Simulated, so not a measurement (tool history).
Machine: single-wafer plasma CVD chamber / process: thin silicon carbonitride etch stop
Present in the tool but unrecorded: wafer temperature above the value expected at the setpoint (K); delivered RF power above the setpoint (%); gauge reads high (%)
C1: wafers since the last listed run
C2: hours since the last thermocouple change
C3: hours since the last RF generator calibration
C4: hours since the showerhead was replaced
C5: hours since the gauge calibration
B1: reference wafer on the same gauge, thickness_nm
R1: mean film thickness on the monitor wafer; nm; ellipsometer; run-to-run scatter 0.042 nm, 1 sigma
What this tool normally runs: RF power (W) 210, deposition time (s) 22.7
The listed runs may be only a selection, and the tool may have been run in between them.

Run 1, day 0.000: usual settings; C1 0; C2 207.7; C3 1130.9; C4 7271.1; C5 2339.8; B1 13.893. Result: R1 14.186 nm.
At day 1.312: RF generator calibrated.
Run 2, day 2.179: usual settings; C1 1098; C2 260.0; C3 20.8; C4 7323.4; C5 2392.1; B1 13.907. Result: R1 14.411 nm.
Run 3, day 4.592: usual settings but deposition time (s) 21.4; C1 1436; C2 317.9; C3 78.7; C4 7381.3; C5 2450.0; B1 13.891. Result: R1 13.594 nm.
Run 4, day 7.042: usual settings but deposition time (s) 21.4; C1 1458; C2 376.7; C3 137.5; C4 7440.1; C5 2508.8; B1 13.903. Result: R1 13.562 nm.
Run 5, day 9.296: usual settings but RF power (W) 185, deposition time (s) 21.1; C1 1342; C2 430.8; C3 191.6; C4 7494.2; C5 2562.9; B1 13.903. Result: R1 13.120 nm.
Run 6, day 11.817: usual settings but RF power (W) 185, deposition time (s) 21.1; C1 1500; C2 491.3; C3 252.1; C4 7554.7; C5 2623.4; B1 13.897. Result: R1 13.068 nm.
Run 7, day 12.992: usual settings but RF power (W) 185, deposition time (s) 21.1; C1 699; C2 519.5; C3 280.3; C4 7582.9; C5 2651.6; B1 13.917. Result: R1 13.129 nm.
Run 8, day 15.858: usual settings but deposition time (s) 19.2; C1 1706; C2 588.3; C3 349.1; C4 7651.7; C5 2720.4; B1 13.897. Result: R1 12.191 nm.
Run 9, day 18.554: usual settings but deposition time (s) 19.2; C1 1605; C2 653.0; C3 413.8; C4 7716.4; C5 2785.1; B1 13.896. Result: R1 12.174 nm.
Run 10, day 20.717: usual settings but RF power (W) 185, deposition time (s) 26.1; C1 1287; C2 704.9; C3 465.7; C4 7768.3; C5 2837.0; B1 13.887. Result: R1 16.059 nm.
Run 11, day 22.742: usual settings but RF power (W) 180, deposition time (s) 26.8; C1 1205; C2 753.5; C3 514.3; C4 7816.9; C5 2885.6; B1 13.909. Result: R1 16.407 nm.
At day 24.271: showerhead replaced.
Run 12, day 30.838: usual settings; C1 4621; C2 947.8; C3 708.6; C4 157.6; C5 3079.9; B1 13.904. Result: R1 14.246 nm.
Run 13, day 33.179: usual settings but RF power (W) 235, deposition time (s) 25.8; C1 1394; C2 1004.0; C3 764.8; C4 213.8; C5 3136.1; B1 13.902. Result: R1 16.510 nm.
Run 14, day 36.054: usual settings but RF power (W) 250, deposition time (s) 18.7; C1 1711; C2 1073.0; C3 833.8; C4 282.8; C5 3205.1; B1 13.906. Result: R1 12.178 nm.
At day 40.838: thermocouple changed; heater temperature recalibrated.
Run 15, day 41.404: usual settings but RF power (W) 180, deposition time (s) 20.4; C1 2986; C2 13.6; C3 962.2; C4 411.2; C5 3333.5; B1 13.905. Result: R1 12.473 nm.
Run 16, day 43.671: usual settings but deposition time (s) 18.5; C1 1349; C2 68.0; C3 1016.6; C4 465.6; C5 3387.9; B1 13.892. Result: R1 11.618 nm.
Run 17, day 45.042: usual settings but RF power (W) 170, deposition time (s) 26.2; C1 816; C2 100.9; C3 1049.5; C4 498.5; C5 3420.8; B1 13.908. Result: R1 15.776 nm.
Run 18, day 46.808: usual settings but RF power (W) 250, deposition time (s) 18.6; C1 1051; C2 143.3; C3 1091.9; C4 540.9; C5 3463.2; B1 13.894. Result: R1 12.080 nm.
Run 19, day 49.212: usual settings; C1 1431; C2 201.0; C3 1149.6; C4 598.6; C5 3520.9; B1 13.891. Result: R1 14.102 nm.
Run 20, day 50.454: usual settings but RF power (W) 190, deposition time (s) 18.3; C1 739; C2 230.8; C3 1179.4; C4 628.4; C5 3550.7; B1 13.897. Result: R1 11.215 nm.
At day 51.788: RF generator calibrated.
Run 21, day 51.808: usual settings but deposition time (s) 21.0; C1 607; C2 263.3; C3 0.5; C4 660.9; C5 3583.2; B1 13.897. Result: R1 13.356 nm.
At day 51.896: gauge calibrated.
Run 22, day 53.600: usual settings; C1 1066; C2 306.3; C3 43.5; C4 703.9; C5 40.9; B1 13.911. Result: R1 14.452 nm.
Run 23, day 56.025: usual settings; C1 1443; C2 364.5; C3 101.7; C4 762.1; C5 99.1; B1 13.903. Result: R1 14.483 nm.
Run 24, day 58.050: usual settings but RF power (W) 195, deposition time (s) 19.9; C1 1205; C2 413.1; C3 150.3; C4 810.7; C5 147.7; B1 13.896. Result: R1 12.380 nm.
Run 25, day 60.262: usual settings but deposition time (s) 19.8; C1 1317; C2 466.2; C3 203.4; C4 863.8; C5 200.8; B1 13.892. Result: R1 12.520 nm.
Run 26, day 62.862: usual settings but deposition time (s) 21.4; C1 1548; C2 528.6; C3 265.8; C4 926.2; C5 263.2; B1 13.918. Result: R1 13.627 nm.
Run 27, day 65.021: usual settings but RF power (W) 245; C1 1285; C2 580.4; C3 317.6; C4 978.0; C5 315.0; B1 13.902. Result: R1 14.686 nm.
Run 28, day 66.950: usual settings but RF power (W) 190, deposition time (s) 19.7; C1 1148; C2 626.7; C3 363.9; C4 1024.3; C5 361.3; B1 13.899. Result: R1 12.201 nm.
Run 29, day 68.788: usual settings but deposition time (s) 25.4; C1 1094; C2 670.8; C3 408.0; C4 1068.4; C5 405.4; B1 13.906. Result: R1 16.062 nm.
Run 30, day 70.967: usual settings but RF power (W) 180; C1 1297; C2 723.1; C3 460.3; C4 1120.7; C5 457.7; B1 13.907. Result: R1 13.943 nm.
Run 31, day 73.042: usual settings but RF power (W) 230, deposition time (s) 25.3; C1 1235; C2 772.9; C3 510.1; C4 1170.5; C5 507.5; B1 13.905. Result: R1 16.240 nm.
Run 32, day 75.100: usual settings but RF power (W) 240, deposition time (s) 26.5; C1 1225; C2 822.3; C3 559.5; C4 1219.9; C5 556.9; B1 13.905. Result: R1 17.111 nm.
Run 33, day 76.942: usual settings but RF power (W) 235, deposition time (s) 25.2; C1 1096; C2 866.5; C3 603.7; C4 1264.1; C5 601.1; B1 13.905. Result: R1 16.202 nm.
Run 34, day 79.296: usual settings; C1 1401; C2 923.0; C3 660.2; C4 1320.6; C5 657.6; B1 13.902. Result: R1 14.306 nm.

How would selected steps in R1 from run to run divide? Give the signed amount a tool lacking its hidden state would still show from settings, what came in and random variation, and the signed amount left for the hidden state, including any gauge scatter that is not in both of the compared results.
Run 1 -> 2: RF generator calibrated. R1 +0.225 nm: hidden state +0.210, all else +0.015.
Run 9 -> 10: RF power (W) 210 -> 185, deposition time (s) 19.2 -> 26.1. R1 +3.885 nm: hidden state -0.037, all else +3.922.
Run 13 -> 14: RF power (W) 235 -> 250, deposition time (s) 25.8 -> 18.7. R1 -4.332 nm: hidden state +0.038, all else -4.370.
Run 16 -> 17: RF power (W) 210 -> 170, deposition time (s) 18.5 -> 26.2. R1 +4.158 nm: hidden state -0.070, all else +4.228.
Run 20 -> 21: RF power (W) 190 -> 210, deposition time (s) 18.3 -> 21.0, RF generator calibrated. R1 +2.141 nm: hidden state +0.175, all else +1.966.
